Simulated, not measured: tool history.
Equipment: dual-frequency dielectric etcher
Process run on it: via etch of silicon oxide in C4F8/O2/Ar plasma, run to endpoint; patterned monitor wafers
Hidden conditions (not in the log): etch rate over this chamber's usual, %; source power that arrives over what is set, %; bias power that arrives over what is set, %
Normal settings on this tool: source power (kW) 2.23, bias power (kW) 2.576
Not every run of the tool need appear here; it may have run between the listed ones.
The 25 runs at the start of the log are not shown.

run	hour	source power (kW)	bias power (kW)	wafers since the last listed run	hours since the last wet clean	hours since the last source power generator calibration	hours since the last bias power generator calibration	hours since the last upper electrode change	incoming incoming film thickness, nm	endpoint time (s)
26	586.7	2.4	2.212	141	342.1	278.1	25.1	2309.5	840.8	150.7
27	611.4	2.07	2.34	142	366.8	302.8	49.8	2334.2	832	154.5
# hour 635.5: upper electrode replaced
28	637.1	2.69	2.275	9	392.5	328.5	75.5	1.6	834.9	140
# hour 691.4: wet clean of the chamber
29	691.9	2.45	1.947	177	0.5	383.3	130.3	56.4	840.9	161.1
30	704.8	2.49	3.042	74	13.4	396.2	143.2	69.3	837.2	134.9
31	722.5	2.23	2.576	101	31.1	413.9	160.9	87	831.9	147.7
32	755.4	2.23	2.19	189	64	446.8	193.8	119.9	838.2	158.2
33	783.6	2.23	2.576	162	92.2	475	222	148.1	837.3	148.9
34	814.8	2.23	2.576	179	123.4	506.2	253.2	179.3	837.2	148.2
35	850.3	1.95	1.985	204	158.9	541.7	288.7	214.8	834.9	170.4
36	866.5	2.23	2.576	93	175.1	557.9	304.9	231	835.8	147.1

Each row is a separate what-if for the run after 36, all from the same tool condition, not one after another. Results?
A	867	2.23	2.87	2	175.6	558.4	305.4	231.5	843.6	?
B	867	2.63	3.161	2	175.6	558.4	305.4	231.5	843.6	?
C	867	2.23	1.973	2	175.6	558.4	305.4	231.5	843.6	?

run	endpoint time (s)
A	140.6
B	126.8
C	161.5
With no hidden state in the tool, these same runs would have given:
run	endpoint time (s)
A	145.6
B	131.3
C	167.3
